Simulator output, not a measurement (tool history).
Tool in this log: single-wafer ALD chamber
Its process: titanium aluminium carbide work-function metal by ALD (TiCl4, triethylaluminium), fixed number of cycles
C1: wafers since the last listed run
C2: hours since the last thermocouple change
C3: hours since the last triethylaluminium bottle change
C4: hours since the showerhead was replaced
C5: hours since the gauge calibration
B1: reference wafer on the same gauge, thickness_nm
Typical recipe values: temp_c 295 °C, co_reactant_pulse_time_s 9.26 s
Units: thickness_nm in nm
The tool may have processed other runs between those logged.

run 1 day=0.000 | temp_c=295 co_reactant_pulse_time_s=10.36 | C1=0 C2=2226.0 C3=319.8 C4=4790.2 C5=1050.5 | B1=1.601 | thickness_nm=1.863
run 2 day=1.958 | temp_c=295 co_reactant_pulse_time_s=7.38 | C1=725 C2=2273.0 C3=366.8 C4=4837.2 C5=1097.5 | B1=1.601 | thickness_nm=1.758
run 3 day=5.975 | temp_c=295 co_reactant_pulse_time_s=9.26 | C1=1487 C2=2369.4 C3=463.2 C4=4933.6 C5=1193.9 | B1=1.601 | thickness_nm=1.825
-- day=9.004 thermocouple changed; heater temperature recalibrated
run 4 day=9.025 | temp_c=295 co_reactant_pulse_time_s=9.26 | C1=1005 C2=0.5 C3=536.4 C4=5006.8 C5=1267.1 | B1=1.601 | thickness_nm=1.825
run 5 day=13.146 | temp_c=295 co_reactant_pulse_time_s=9.26 | C1=1525 C2=99.4 C3=635.3 C4=5105.7 C5=1366.0 | B1=1.600 | thickness_nm=1.806
-- day=15.750 gauge calibrated
-- day=17.229 triethylaluminium bottle replaced
run 6 day=17.250 | temp_c=295 co_reactant_pulse_time_s=6.40 | C1=1396 C2=197.9 C3=0.5 C4=5204.2 C5=36.0 | B1=1.599 | thickness_nm=1.755
run 7 day=18.612 | temp_c=295 co_reactant_pulse_time_s=6.40 | C1=504 C2=230.6 C3=33.2 C4=5236.9 C5=68.7 | B1=1.600 | thickness_nm=1.748
run 8 day=20.142 | temp_c=295 co_reactant_pulse_time_s=6.40 | C1=566 C2=267.3 C3=69.9 C4=5273.6 C5=105.4 | B1=1.599 | thickness_nm=1.738
run 9 day=21.654 | temp_c=295 co_reactant_pulse_time_s=9.26 | C1=560 C2=303.6 C3=106.2 C4=5309.9 C5=141.7 | B1=1.601 | thickness_nm=1.854
run 10 day=24.617 | temp_c=295 co_reactant_pulse_time_s=9.26 | C1=1097 C2=374.7 C3=177.3 C4=5381.0 C5=212.8 | B1=1.600 | thickness_nm=1.850
run 11 day=27.558 | temp_c=295 co_reactant_pulse_time_s=9.26 | C1=1089 C2=445.3 C3=247.9 C4=5451.6 C5=283.4 | B1=1.598 | thickness_nm=1.836
run 12 day=30.938 | temp_c=295 co_reactant_pulse_time_s=8.22 | C1=1251 C2=526.4 C3=329.0 C4=5532.7 C5=364.5 | B1=1.603 | thickness_nm=1.784
run 13 day=33.579 | temp_c=289 co_reactant_pulse_time_s=9.26 | C1=978 C2=589.8 C3=392.4 C4=5596.1 C5=427.9 | B1=1.600 | thickness_nm=1.767
run 14 day=36.629 | temp_c=310 co_reactant_pulse_time_s=7.11 | C1=1129 C2=663.0 C3=465.6 C4=5669.3 C5=501.1 | B1=1.599 | thickness_nm=1.853
run 15 day=38.733 | temp_c=299 co_reactant_pulse_time_s=10.26 | C1=779 C2=713.5 C3=516.1 C4=5719.8 C5=551.6 | B1=1.599 | thickness_nm=1.883
run 16 day=43.125 | temp_c=295 co_reactant_pulse_time_s=9.26 | C1=1626 C2=818.9 C3=621.5 C4=5825.2 C5=657.0 | B1=1.599 | thickness_nm=1.819
run 17 day=46.875 | temp_c=306 co_reactant_pulse_time_s=10.34 | C1=1388 C2=908.9 C3=711.5 C4=5915.2 C5=747.0 | B1=1.601 | thickness_nm=1.958
run 18 day=50.096 | temp_c=299 co_reactant_pulse_time_s=9.26 | C1=1192 C2=986.2 C3=788.8 C4=5992.5 C5=824.3 | B1=1.602 | thickness_nm=1.857
run 19 day=52.096 | temp_c=281 co_reactant_pulse_time_s=11.60 | C1=740 C2=1034.2 C3=836.8 C4=6040.5 C5=872.3 | B1=1.599 | thickness_nm=1.733
-- day=54.238 triethylaluminium bottle replaced
run 20 day=56.096 | temp_c=308 co_reactant_pulse_time_s=11.95 | C1=1357 C2=1130.2 C3=44.6 C4=6136.5 C5=968.3 | B1=1.599 | thickness_nm=2.031
run 21 day=58.825 | temp_c=295 co_reactant_pulse_time_s=9.26 | C1=1010 C2=1195.7 C3=110.1 C4=6202.0 C5=1033.8 | B1=1.601 | thickness_nm=1.844
run 22 day=61.133 | temp_c=304 co_reactant_pulse_time_s=7.59 | C1=854 C2=1251.1 C3=165.5 C4=6257.4 C5=1089.2 | B1=1.600 | thickness_nm=1.859
run 23 day=63.575 | temp_c=307 co_reactant_pulse_time_s=9.26 | C1=904 C2=1309.7 C3=224.1 C4=6316.0 C5=1147.8 | B1=1.601 | thickness_nm=1.941
run 24 day=65.817 | temp_c=303 co_reactant_pulse_time_s=6.38 | C1=830 C2=1363.5 C3=277.9 C4=6369.8 C5=1201.6 | B1=1.600 | thickness_nm=1.757
-- day=67.442 showerhead replaced
run 25 day=68.304 | temp_c=281 co_reactant_pulse_time_s=8.10 | C1=797 C2=1423.2 C3=337.6 C4=20.7 C5=1261.3 | B1=1.599 | thickness_nm=1.652
run 26 day=70.312 | temp_c=295 co_reactant_pulse_time_s=9.26 | C1=743 C2=1471.4 C3=385.8 C4=68.9 C5=1309.5 | B1=1.601 | thickness_nm=1.822
run 27 day=74.104 | temp_c=295 co_reactant_pulse_time_s=9.26 | C1=1404 C2=1562.4 C3=476.8 C4=159.9 C5=1400.5 | B1=1.602 | thickness_nm=1.811
-- day=75.596 gauge calibrated
run 28 day=80.138 | temp_c=295 co_reactant_pulse_time_s=9.26 | C1=2234 C2=1707.2 C3=621.6 C4=304.7 C5=109.0 | B1=1.599 | thickness_nm=1.812
run 29 day=82.179 | temp_c=286 co_reactant_pulse_time_s=7.54 | C1=756 C2=1756.2 C3=670.6 C4=353.7 C5=158.0 | B1=1.599 | thickness_nm=1.653
run 30 day=84.362 | temp_c=284 co_reactant_pulse_time_s=12.27 | C1=808 C2=1808.6 C3=723.0 C4=406.1 C5=210.4 | B1=1.600 | thickness_nm=1.778
-- day=86.258 triethylaluminium bottle replaced
run 31 day=87.971 | temp_c=295 co_reactant_pulse_time_s=9.26 | C1=1212 C2=1895.2 C3=41.1 C4=492.7 C5=297.0 | B1=1.601 | thickness_nm=1.854
run 32 day=93.358 | temp_c=288 co_reactant_pulse_time_s=6.93 | C1=1994 C2=2024.5 C3=170.4 C4=622.0 C5=426.3 | B1=1.600 | thickness_nm=1.677
run 33 day=97.375 | temp_c=285 co_reactant_pulse_time_s=8.14 | C1=1487 C2=2120.9 C3=266.8 C4=718.4 C5=522.7 | B1=1.600 | thickness_nm=1.686

What if the next run were any one of these 4? Each begins from the tool's condition after run 33:
run A day=97.392 | temp_c=295 co_reactant_pulse_time_s=9.26 | C1=6 C2=2121.3 C3=267.2 C4=718.8 C5=523.1 | B1=? | thickness_nm=?
run B day=97.392 | temp_c=280 co_reactant_pulse_time_s=7.95 | C1=6 C2=2121.3 C3=267.2 C4=718.8 C5=523.1 | B1=? | thickness_nm=?
run C day=97.392 | temp_c=288 co_reactant_pulse_time_s=9.26 | C1=6 C2=2121.3 C3=267.2 C4=718.8 C5=523.1 | B1=? | thickness_nm=?
run D day=97.392 | temp_c=291 co_reactant_pulse_time_s=11.66 | C1=6 C2=2121.3 C3=267.2 C4=718.8 C5=523.1 | B1=? | thickness_nm=?

run=A B1=1.598 thickness_nm=1.832
run=B B1=1.598 thickness_nm=1.648
run=C B1=1.598 thickness_nm=1.767
run=D B1=1.598 thickness_nm=1.849
With the hidden condition removed and each run's random variation left untouched, the same runs would have given:
run=A thickness_nm=1.868
run=B thickness_nm=1.692
run=C thickness_nm=1.803
run=D thickness_nm=1.872

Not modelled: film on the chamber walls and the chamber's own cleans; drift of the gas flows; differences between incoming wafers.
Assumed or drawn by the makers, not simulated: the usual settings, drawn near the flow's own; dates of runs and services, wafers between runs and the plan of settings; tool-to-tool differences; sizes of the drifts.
